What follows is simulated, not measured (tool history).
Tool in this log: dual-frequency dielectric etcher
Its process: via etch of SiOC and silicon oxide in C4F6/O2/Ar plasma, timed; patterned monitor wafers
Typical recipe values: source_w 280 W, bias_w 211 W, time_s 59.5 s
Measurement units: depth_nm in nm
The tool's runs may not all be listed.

run	day	source_w	bias_w	time_s	read-back reference wafer on the same gauge, depth_nm	depth_nm
1	0	280	211	59.5	48	54.6
2	3.896	280	211	59.5	48.1	54.6
3	6.308	280	211	59.5	48.1	54.3
4	9.862	280	211	59.5	47.8	53.9
5	13.892	280	211	59.5	47.6	53.9
6	17.662	280	211	59.5	47.6	53.7
# day 20.675: wet clean of the chamber
7	21.167	280	211	71.5	47.5	63.8
8	22.792	280	211	59.5	47.3	53.8
9	24.933	280	169	70	47.3	56.3
10	29.038	280	183	76.5	47	63.7
11	33.204	330	235	77	46.8	78
# day 34.888: source power generator calibrated
12	34.967	280	182	51	46.5	42.4
13	38.058	220	211	59.5	46.5	47.1
# day 40.133: gauge calibrated
14	41.262	280	211	59.5	50.3	57.1
15	44.208	220	244	44.5	50.4	40.8
16	47.371	220	211	42	50.4	35.9
17	51.454	280	211	59.5	50.5	57
# day 52.821: wet clean of the chamber
18	53.85	280	160	59.5	50.4	49.5
# day 55.417: bias power generator calibrated
19	55.729	220	211	59.5	50.6	50.3
20	58.7	280	211	59.5	50.4	56.8
21	62.817	340	180	75	50.3	71.9
22	66.85	280	211	47	50.3	45.2
23	70.288	280	190	76	50.3	69.5
24	73.992	330	211	59.5	50.3	61.5
# day 80.846: wet clean of the chamber
25	83.633	340	211	59.5	50.2	62
26	85.525	310	171	59.5	50.3	52.5
27	87.929	280	211	69.5	50	65.9
28	89.517	210	211	49.5	50	40.8
29	93.833	260	197	59.5	50	52.5
30	95.708	280	264	46.5	49.9	49.1

Run-by-run hidden state of the tool:
etch rate over this chamber's usual, %: 0 in every run
source power that arrives over what is set, %: 0 in every run
bias power that arrives over what is set, %: 0 in every run
H1: gauge reads high (%)
run	H1
1	-4.04
2	-4.34
3	-4.53
4	-4.82
5	-5.15
6	-5.48
7	-5.79
8	-5.93
9	-6.13
10	-6.51
11	-6.91
12	-7.09
13	-7.4
14	0.464
15	0.458
16	0.446
17	0.42
18	0.4
19	0.381
20	0.346
21	0.288
22	0.219
23	0.152
24	0.0711
25	-0.185
26	-0.242
27	-0.319
28	-0.372
29	-0.524
30	-0.595
